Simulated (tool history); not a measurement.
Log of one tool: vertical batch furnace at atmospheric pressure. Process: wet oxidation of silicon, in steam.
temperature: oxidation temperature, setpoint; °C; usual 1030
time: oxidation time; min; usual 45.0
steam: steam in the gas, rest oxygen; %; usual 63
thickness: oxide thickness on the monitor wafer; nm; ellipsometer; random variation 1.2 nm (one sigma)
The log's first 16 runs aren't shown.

run,hour,temperature,time,steam,"read-back reference wafer on the same gauge, thickness",thickness
17,430.9,1019,52.5,60,305.95,354.45
18,455.2,1030,53.0,69,306.22,411.38
19,480.2,1030,65.5,63,306.13,443.78
# hour 562.8: thermocouples replaced and temperature profile calibrated
# hour 570.1: steam generator serviced
20,570.6,1043,45.0,63,306.04,390.92
21,588.4,1030,45.0,59,305.65,350.74
# hour 658.0: gauge calibrated
22,661.3,1017,45.0,55,306.31,310.98
23,747.5,1041,24.5,63,306.00,265.72
24,769.5,1046,26.5,72,306.16,310.86
25,783.3,1048,53.0,63,306.33,442.47
26,818.5,1030,45.0,63,306.07,362.67
27,836.0,1020,45.0,55,305.88,317.53
28,854.7,1030,45.0,63,306.23,363.77
29,887.8,1043,45.0,71,305.77,418.03
30,917.0,1047,45.0,63,305.94,399.01

3 ways to go on from here, each from the tool as it stands after run 30. What would each give?
A,921.5,1030,45.0,72,?,?
B,921.5,1046,52.5,58,?,?
C,921.5,1006,45.0,55,?,?

run,"read-back reference wafer on the same gauge, thickness",thickness
A,306.33,397.39
B,306.33,415.00
C,306.33,291.05
Without the tool's hidden state the same runs would have given:
run,thickness
A,398.43
B,416.05
C,291.87

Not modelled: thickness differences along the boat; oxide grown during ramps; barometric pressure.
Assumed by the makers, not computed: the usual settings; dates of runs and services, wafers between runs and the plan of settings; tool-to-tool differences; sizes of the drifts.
